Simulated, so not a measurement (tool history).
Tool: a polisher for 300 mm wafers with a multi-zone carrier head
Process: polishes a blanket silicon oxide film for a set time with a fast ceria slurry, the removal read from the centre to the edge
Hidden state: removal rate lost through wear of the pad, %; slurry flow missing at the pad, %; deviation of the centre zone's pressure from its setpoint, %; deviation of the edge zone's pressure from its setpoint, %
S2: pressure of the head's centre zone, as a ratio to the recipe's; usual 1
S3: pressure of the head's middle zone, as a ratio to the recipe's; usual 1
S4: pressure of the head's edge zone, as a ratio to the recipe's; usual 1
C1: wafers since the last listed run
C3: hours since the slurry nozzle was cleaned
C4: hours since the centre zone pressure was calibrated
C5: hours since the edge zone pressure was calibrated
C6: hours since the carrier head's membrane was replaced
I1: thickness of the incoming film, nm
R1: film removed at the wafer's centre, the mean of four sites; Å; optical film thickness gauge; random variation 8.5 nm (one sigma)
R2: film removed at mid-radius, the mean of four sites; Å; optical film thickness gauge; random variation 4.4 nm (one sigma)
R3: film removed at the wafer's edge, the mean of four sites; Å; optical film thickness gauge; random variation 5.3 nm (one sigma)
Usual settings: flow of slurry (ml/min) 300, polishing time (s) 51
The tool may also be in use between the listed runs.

Run 1, hour 0: usual settings but S3 1.04; C1 0; wafers polished on this pad 1947; C3 176.2; C4 209; C5 153.8; C6 390.1; I1 3543.3. Result: R1 7623 Å, R2 7226 Å, R3 7236 Å.
Run 2, hour 49: usual settings; C1 662; wafers polished on this pad 2610; C3 225.2; C4 258; C5 202.8; C6 439.1; I1 3587.3. Result: R1 7487 Å, R2 7029 Å, R3 7252 Å.
Run 3, hour 81.6: usual settings; C1 440; wafers polished on this pad 3050; C3 257.8; C4 290.6; C5 235.4; C6 471.7; I1 3556.2. Result: R1 7571 Å, R2 6929 Å, R3 7212 Å.
Run 4, hour 124.4: usual settings; C1 578; wafers polished on this pad 3629; C3 300.6; C4 333.4; C5 278.2; C6 514.5; I1 3522.6. Result: R1 7868 Å, R2 7057 Å, R3 7197 Å.
Run 5, hour 164.9: usual settings; C1 547; wafers polished on this pad 4176; C3 341.1; C4 373.9; C5 318.7; C6 555; I1 3517.7. Result: R1 7748 Å, R2 7046 Å, R3 7148 Å.
At hour 176.6: centre zone pressure recalibrated.
At hour 181.8: slurry nozzle cleaned.
Run 6, hour 234.9: usual settings but S3 0.9, polishing time (s) 58; C1 905; wafers polished on this pad 5082; C3 53.1; C4 58.3; C5 388.7; C6 625; I1 3605.8. Result: R1 8345 Å, R2 7444 Å, R3 8213 Å.
Run 7, hour 298.5: usual settings; C1 859; wafers polished on this pad 5942; C3 116.7; C4 121.9; C5 452.3; C6 688.6; I1 3555.3. Result: R1 7586 Å, R2 6955 Å, R3 7277 Å.
At hour 308.7: worn pad replaced by a new one.
Run 8, hour 364: usual settings; C1 831; wafers polished on this pad 747; C3 182.2; C4 187.4; C5 517.8; C6 754.1; I1 3531.8. Result: R1 7775 Å, R2 7000 Å, R3 7137 Å.
At hour 419.4: edge zone pressure recalibrated.
At hour 425.4: carrier head's membrane replaced by a new one.
Run 9, hour 425.9: usual settings but polishing time (s) 43; C1 742; wafers polished on this pad 1489; C3 244.1; C4 249.3; C5 6.5; C6 0.5; I1 3618.3. Result: R1 6515 Å, R2 5928 Å, R3 6031 Å.
Run 10, hour 454.4: usual settings but flow of slurry (ml/min) 325, polishing time (s) 38; C1 385; wafers polished on this pad 1874; C3 272.6; C4 277.8; C5 35; C6 29; I1 3624.4. Result: R1 5958 Å, R2 5221 Å, R3 5370 Å.
Run 11, hour 506.8: usual settings but S3 1.11, S4 1.04, polishing time (s) 46; C1 708; wafers polished on this pad 2583; C3 325; C4 330.2; C5 87.4; C6 81.4; I1 3552.7. Result: R1 7185 Å, R2 6812 Å, R3 6632 Å.
At hour 522.8: centre zone pressure recalibrated.
Run 12, hour 538.8: usual settings but S3 1.07; C1 405; wafers polished on this pad 2988; C3 357; C4 16; C5 119.4; C6 113.4; I1 3586.9. Result: R1 7045 Å, R2 7400 Å, R3 7149 Å.
Run 13, hour 570.4: usual settings but flow of slurry (ml/min) 330; C1 427; wafers polished on this pad 3415; C3 388.6; C4 47.6; C5 151; C6 145; I1 3530.7. Result: R1 7255 Å, R2 7068 Å, R3 7269 Å.
At hour 602.3: slurry nozzle cleaned.
Run 14, hour 621.5: usual settings; C1 677; wafers polished on this pad 4092; C3 19.2; C4 98.7; C5 202.1; C6 196.1; I1 3533.7. Result: R1 7318 Å, R2 7021 Å, R3 7138 Å.
Run 15, hour 672.2: usual settings but flow of slurry (ml/min) 265, S3 0.9, S4 0.9, polishing time (s) 66; C1 685; wafers polished on this pad 4778; C3 69.9; C4 149.4; C5 252.8; C6 246.8; I1 3589.2. Result: R1 9418 Å, R2 8349 Å, R3 8729 Å.
Run 16, hour 729.7: usual settings but S2 0.91, S3 0.95; C1 777; wafers polished on this pad 5555; C3 127.4; C4 206.9; C5 310.3; C6 304.3; I1 3589.5. Result: R1 6937 Å, R2 6792 Å, R3 7200 Å.
At hour 767.3: worn pad replaced by a new one.
Run 17, hour 784.8: usual settings but S2 1.06; C1 690; wafers polished on this pad 236; C3 182.5; C4 262; C5 365.4; C6 359.4; I1 3571.1. Result: R1 8184 Å, R2 6999 Å, R3 7164 Å.

Forecast run 18:
Run 18, hour 844.3: usual settings but S2 1.11, S3 1.04, polishing time (s) 62; C1 804; wafers polished on this pad 1040; C3 242; C4 321.5; C5 424.9; C6 418.9; I1 3553.1. Result: R1 ?, R2 ?, R3 ?.

Run 18 gave R1 10550 Å, R2 8753 Å, R3 8688 Å.
Without the tool's hidden state the same run would have given R1 9787 Å, R2 8757 Å, R3 8688 Å.

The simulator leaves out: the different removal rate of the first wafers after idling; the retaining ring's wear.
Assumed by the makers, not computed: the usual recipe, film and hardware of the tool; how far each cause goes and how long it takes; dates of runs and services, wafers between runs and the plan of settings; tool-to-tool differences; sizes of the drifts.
